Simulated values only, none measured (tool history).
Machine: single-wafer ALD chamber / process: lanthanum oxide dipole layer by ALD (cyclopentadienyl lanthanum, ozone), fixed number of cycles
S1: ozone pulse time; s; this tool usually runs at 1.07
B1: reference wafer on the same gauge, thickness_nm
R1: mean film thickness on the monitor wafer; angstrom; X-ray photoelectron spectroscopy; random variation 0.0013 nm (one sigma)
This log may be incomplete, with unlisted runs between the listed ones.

run   hour    S1     B1    R1
  1      0   0.8  0.619  4.72
  2   33.1   0.8  0.619  4.68
      62.7  -- showerhead replaced
  3   73.4   0.8  0.619  4.67
  4  145.3  1.07  0.619  5.03
  5  209.5  1.07  0.619  5.02
     253.2  -- thermocouple changed; heater temperature recalibrated
  6  271.9  1.07  0.619  5.03
  7  303.6  1.36  0.619   5.3
  8  348.7  1.36  0.619  5.28
  9  388.1  1.36  0.619   5.3
 10  458.7  1.07  0.619  4.98
 11  485.3  0.97  0.619  4.87
 12    528  1.07  0.619  4.97
 13  587.4  0.68  0.619  4.36
 14  624.5  1.07  0.619  4.94
 15  665.6   1.4  0.619  5.27
 16  717.8  1.07  0.619  4.94
 17  757.3  0.65  0.619  4.24
 18  803.9  1.48  0.619  5.28
     824.3  -- ozone generator serviced
 19  918.5   1.2  0.619  5.28
 20  963.1  0.74  0.619  4.72

What does the tool deliver on the next run?
 21  1010.1  0.96   ?   ?

B1: 0.619
R1: 5.06 angstrom
The same run, on a tool lacking any hidden state, would have yielded R1 5.06 angstrom.
